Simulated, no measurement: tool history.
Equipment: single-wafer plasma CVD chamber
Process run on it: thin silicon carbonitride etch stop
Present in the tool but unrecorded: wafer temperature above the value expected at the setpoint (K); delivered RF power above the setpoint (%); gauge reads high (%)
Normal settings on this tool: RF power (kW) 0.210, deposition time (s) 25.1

run,day,RF power (kW),deposition time (s),wafers since the last listed run,hours since the last thermocouple change,hours since the last RF generator calibration,hours since the showerhead was replaced,hours since the gauge calibration,"read-back reference wafer on the same gauge, thickness_nm",mean film thickness on the monitor wafer (nm)
1,0.000,0.210,21.3,0,1160.4,764.6,5633.4,172.7,13.806,10.914
2,1.092,0.210,21.3,580,1186.6,790.8,5659.6,198.9,13.795,10.985
3,2.450,0.200,22.3,721,1219.2,823.4,5692.2,231.5,13.794,11.345
4,3.417,0.210,21.2,513,1242.4,846.6,5715.4,254.7,13.810,10.856
5,4.446,0.210,21.2,546,1267.1,871.3,5740.1,279.4,13.809,10.800
6,5.179,0.185,22.1,389,1284.7,888.9,5757.7,297.0,13.797,10.943
7,6.267,0.185,22.1,577,1310.8,915.0,5783.8,323.1,13.792,11.048
8,7.042,0.185,22.1,411,1329.4,933.6,5802.4,341.7,13.798,10.966
9,8.150,0.210,28.8,588,1356.0,960.2,5829.0,368.3,13.803,14.581
# day 8.796: RF generator calibrated
10,8.967,0.180,23.2,256,1375.6,4.1,5848.6,387.9,13.804,11.590
11,10.121,0.180,23.2,613,1403.3,31.8,5876.3,415.6,13.802,11.734
12,10.854,0.180,23.2,389,1420.9,49.4,5893.9,433.2,13.807,11.652
13,12.192,0.210,25.1,710,1453.0,81.5,5926.0,465.3,13.813,13.067
14,13.550,0.210,25.1,721,1485.6,114.1,5958.6,497.9,13.798,13.036
15,14.296,0.180,23.2,396,1503.5,132.0,5976.5,515.8,13.796,11.762
16,15.783,0.240,27.4,790,1539.2,167.7,6012.2,551.5,13.796,14.669
17,16.483,0.170,26.6,371,1556.0,184.5,6029.0,568.3,13.807,13.169
18,17.200,0.210,25.1,380,1573.2,201.7,6046.2,585.5,13.807,13.139
19,18.692,0.185,26.6,792,1609.0,237.5,6082.0,621.3,13.812,13.400
20,19.271,0.185,27.3,307,1622.9,251.4,6095.9,635.2,13.802,13.714
21,19.933,0.210,25.1,351,1638.8,267.3,6111.8,651.1,13.816,13.110
# day 21.158: gauge calibrated
22,21.250,0.225,25.1,699,1670.4,298.9,6143.4,2.2,13.813,13.238
# day 25.083: showerhead replaced, of another model than before
23,25.104,0.175,25.1,1870,1762.9,391.4,0.5,94.7,13.797,12.020
# day 25.538: thermocouple changed; heater temperature recalibrated
24,26.158,0.250,22.7,382,14.9,416.7,25.8,120.0,13.801,12.459
25,27.067,0.190,29.8,482,36.7,438.5,47.6,141.8,13.805,14.714
26,28.129,0.225,29.9,564,62.2,464.0,73.1,167.3,13.803,15.847
27,29.154,0.210,29.1,544,86.8,488.6,97.7,191.9,13.796,14.951
28,32.496,0.185,29.3,1775,167.0,568.8,177.9,272.1,13.814,14.198
29,33.196,0.235,26.5,371,183.8,585.6,194.7,288.9,13.798,14.098
30,34.400,0.175,29.3,639,212.7,614.5,223.6,317.8,13.791,13.927
31,35.250,0.230,23.3,451,233.1,634.9,244.0,338.2,13.811,12.342
32,36.346,0.185,29.8,582,259.4,661.2,270.3,364.5,13.803,14.547
33,37.779,0.240,26.7,761,293.8,695.6,304.7,398.9,13.797,14.387
34,40.533,0.230,23.6,1463,359.9,761.7,370.8,465.0,13.802,12.466
35,41.258,0.190,20.5,385,377.3,779.1,388.2,482.4,13.801,10.055

4 ways to go on from here, each from the tool as it stands after run 35. What would each give?
A,41.275,0.210,21.7,8,377.7,779.5,388.6,482.8,?,?
B,41.275,0.190,28.4,8,377.7,779.5,388.6,482.8,?,?
C,41.275,0.190,20.2,8,377.7,779.5,388.6,482.8,?,?
D,41.275,0.250,21.3,8,377.7,779.5,388.6,482.8,?,?

run,"read-back reference wafer on the same gauge, thickness_nm",mean film thickness on the monitor wafer (nm)
A,13.795,11.036
B,13.795,13.884
C,13.795,9.875
D,13.795,11.574
What these runs would have given with no unlogged condition in the tool:
run,mean film thickness on the monitor wafer (nm)
A,11.364
B,14.296
C,10.168
D,11.918
